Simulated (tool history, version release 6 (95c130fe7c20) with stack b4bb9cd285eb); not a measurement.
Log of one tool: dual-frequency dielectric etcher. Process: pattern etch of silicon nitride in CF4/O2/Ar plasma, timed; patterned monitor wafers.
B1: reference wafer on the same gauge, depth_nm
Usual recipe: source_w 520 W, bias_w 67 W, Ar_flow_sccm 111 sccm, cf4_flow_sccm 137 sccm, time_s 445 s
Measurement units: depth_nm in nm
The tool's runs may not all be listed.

run 1 day=0 | source_w=520 bias_w=67 Ar_flow_sccm=111 cf4_flow_sccm=137 time_s=445 | B1=910.5 | depth_nm=1075.4
-- day=4.754 wet clean of the chamber
run 2 day=6.958 | source_w=520 bias_w=67 Ar_flow_sccm=111 cf4_flow_sccm=137 time_s=445 | B1=909.9 | depth_nm=1075.9
run 3 day=9.012 | source_w=520 bias_w=67 Ar_flow_sccm=111 cf4_flow_sccm=130 time_s=445 | B1=910.1 | depth_nm=1056.6
run 4 day=11.871 | source_w=520 bias_w=67 Ar_flow_sccm=111 cf4_flow_sccm=130 time_s=445 | B1=910.9 | depth_nm=1045.7
run 5 day=14.362 | source_w=520 bias_w=67 Ar_flow_sccm=111 cf4_flow_sccm=130 time_s=445 | B1=909.2 | depth_nm=1051.4
-- day=17.254 source power generator calibrated
run 6 day=17.35 | source_w=520 bias_w=67 Ar_flow_sccm=111 cf4_flow_sccm=137 time_s=445 | B1=909 | depth_nm=1116.7
-- day=21.071 wet clean of the chamber
run 7 day=21.092 | source_w=520 bias_w=67 Ar_flow_sccm=111 cf4_flow_sccm=137 time_s=445 | B1=909.2 | depth_nm=1117
-- day=23.062 upper electrode replaced
run 8 day=23.083 | source_w=520 bias_w=67 Ar_flow_sccm=111 cf4_flow_sccm=137 time_s=445 | B1=908.5 | depth_nm=1117.6
-- day=23.562 Ar flow controller replaced
run 9 day=24.408 | source_w=450 bias_w=67 Ar_flow_sccm=111 cf4_flow_sccm=137 time_s=445 | B1=910.1 | depth_nm=956.9
run 10 day=26.858 | source_w=520 bias_w=67 Ar_flow_sccm=111 cf4_flow_sccm=137 time_s=445 | B1=910.1 | depth_nm=1114.7
-- day=28.742 bias power generator calibrated
run 11 day=29.375 | source_w=520 bias_w=67 Ar_flow_sccm=111 cf4_flow_sccm=137 time_s=445 | B1=910.4 | depth_nm=1110.1
-- day=30.092 gauge calibrated
run 12 day=31.958 | source_w=520 bias_w=53 Ar_flow_sccm=111 cf4_flow_sccm=154 time_s=445 | B1=909.8 | depth_nm=984.6
run 13 day=34.767 | source_w=520 bias_w=67 Ar_flow_sccm=84 cf4_flow_sccm=137 time_s=445 | B1=911 | depth_nm=1134.7
-- day=36.604 CF4 flow controller replaced
-- day=41.283 wet clean of the chamber
run 14 day=42.208 | source_w=430 bias_w=67 Ar_flow_sccm=131 cf4_flow_sccm=161 time_s=528 | B1=910.7 | depth_nm=1069.9
run 15 day=43.546 | source_w=480 bias_w=55 Ar_flow_sccm=99 cf4_flow_sccm=137 time_s=445 | B1=910.1 | depth_nm=911.3
run 16 day=45.579 | source_w=440 bias_w=59 Ar_flow_sccm=111 cf4_flow_sccm=126 time_s=513 | B1=910.6 | depth_nm=978
run 17 day=48.104 | source_w=520 bias_w=55 Ar_flow_sccm=111 cf4_flow_sccm=137 time_s=445 | B1=910.4 | depth_nm=974.2
run 18 day=50.392 | source_w=520 bias_w=74 Ar_flow_sccm=100 cf4_flow_sccm=137 time_s=445 | B1=910.8 | depth_nm=1186.1

Alternative continuations, all from the tool just after run 18; predict every row:
run A day=50.412 | source_w=520 bias_w=67 Ar_flow_sccm=111 cf4_flow_sccm=153 time_s=445 | B1=? | depth_nm=?
run B day=50.412 | source_w=520 bias_w=67 Ar_flow_sccm=111 cf4_flow_sccm=115 time_s=384 | B1=? | depth_nm=?
run C day=50.412 | source_w=520 bias_w=54 Ar_flow_sccm=111 cf4_flow_sccm=137 time_s=445 | B1=? | depth_nm=?
run D day=50.412 | source_w=520 bias_w=67 Ar_flow_sccm=132 cf4_flow_sccm=161 time_s=445 | B1=? | depth_nm=?
run E day=50.412 | source_w=470 bias_w=67 Ar_flow_sccm=111 cf4_flow_sccm=137 time_s=377.5 | B1=? | depth_nm=?

run=A B1=910.5 depth_nm=1110.1
run=B B1=910.5 depth_nm=936.6
run=C B1=910.5 depth_nm=968.5
run=D B1=910.5 depth_nm=1096.7
run=E B1=910.5 depth_nm=838.8
With no hidden state in the tool, these same runs would have given:
run=A depth_nm=1126.5
run=B depth_nm=950.4
run=C depth_nm=982.9
run=D depth_nm=1112.8
run=E depth_nm=851.1
